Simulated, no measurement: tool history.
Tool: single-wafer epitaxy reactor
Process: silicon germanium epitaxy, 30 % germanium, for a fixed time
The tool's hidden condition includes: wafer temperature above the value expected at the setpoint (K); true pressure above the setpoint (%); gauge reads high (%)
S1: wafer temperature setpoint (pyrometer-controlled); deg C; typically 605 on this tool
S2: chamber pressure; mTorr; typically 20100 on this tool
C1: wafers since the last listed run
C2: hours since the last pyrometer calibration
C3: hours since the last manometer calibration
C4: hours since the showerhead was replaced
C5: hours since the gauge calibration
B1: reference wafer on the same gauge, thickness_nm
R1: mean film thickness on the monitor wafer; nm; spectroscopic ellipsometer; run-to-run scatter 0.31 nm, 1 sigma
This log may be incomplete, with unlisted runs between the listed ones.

run     day   S1     S2    C1      C2      C3      C4     C5      B1      R1
  1   0.000  605  17100     0  2468.1  2070.9  3943.1  394.3  64.723  58.034
  2   1.383  605  17100   444  2501.3  2104.1  3976.3  427.5  64.775  57.917
  3   4.196  605  17100   904  2568.8  2171.6  4043.8  495.0  64.705  58.122
  4   5.588  597  20100   447  2602.2  2205.0  4077.2  528.4  64.652  52.662
  5   8.204  597  20100   841  2665.0  2267.8  4140.0  591.2  64.594  52.464
  6   9.542  605  20100   429  2697.1  2299.9  4172.1  623.3  64.664  62.288
  7  12.242  605  20100   867  2761.9  2364.7  4236.9  688.1  64.637  62.490
  8  14.704  605  20100   791  2821.0  2423.8  4296.0  747.2  64.826  62.860
  9  16.121  605  23800   455  2855.0  2457.8  4330.0  781.2  64.641  66.572
 10  17.629  605  23800   484  2891.2  2494.0  4366.2  817.4  64.659  67.590
     18.621  -- gauge calibrated
 11  19.767  605  20100   687  2942.5  2545.3  4417.5   27.5  64.884  62.150
     21.854  -- showerhead replaced, of another model than before
 12  22.542  618  15400   784  3009.1  2611.9    16.5   94.1  64.658  66.894
 13  25.279  614  18800   879  3074.8  2677.6    82.2  159.8  64.710  71.861
     25.871  -- capacitance manometer re-zeroed and calibrated
 14  27.821  599  23300   709  3135.8    46.8   143.2  220.8  64.732  60.639
     30.842  -- pyrometer calibrated
 15  30.862  605  17100   870     0.5   119.8   216.2  293.8  64.497  51.938
 16  32.812  616  18500   626    47.3   166.6   263.0  340.6  64.529  69.748
 17  34.854  605  20100   656    96.3   215.6   312.0  389.6  64.608  58.376
 18  36.329  615  16900   474   131.7   251.0   347.4  425.0  64.732  63.544
 19  38.454  605  17100   683   182.7   302.0   398.4  476.0  64.729  53.166
 20  39.733  605  20100   411   213.4   332.7   429.1  506.7  64.694  58.825
 21  41.158  605  24500   458   247.6   366.9   463.3  540.9  64.679  67.184
 22  43.396  613  15900   719   301.3   420.6   517.0  594.6  64.715  58.221
 23  50.025  605  22900  2130   460.4   579.7   676.1  753.7  64.905  65.352

Measured less the same run without the tool's hidden state. The same run-to-run variation is in both; the gauge's scatter may not be:
run      R1
  1  +3.083
  2  +3.116
  3  +3.206
  4  +3.000
  5  +3.057
  6  +3.596
  7  +3.690
  8  +3.786
  9  +4.056
 10  +4.167
 11  +3.895
 12  +4.145
 13  +4.589
 14  +4.096
 15  +0.275
 16  +0.428
 17  +0.429
 18  +0.502
 19  +0.489
 20  +0.580
 21  +0.711
 22  +0.669
 23  +0.987
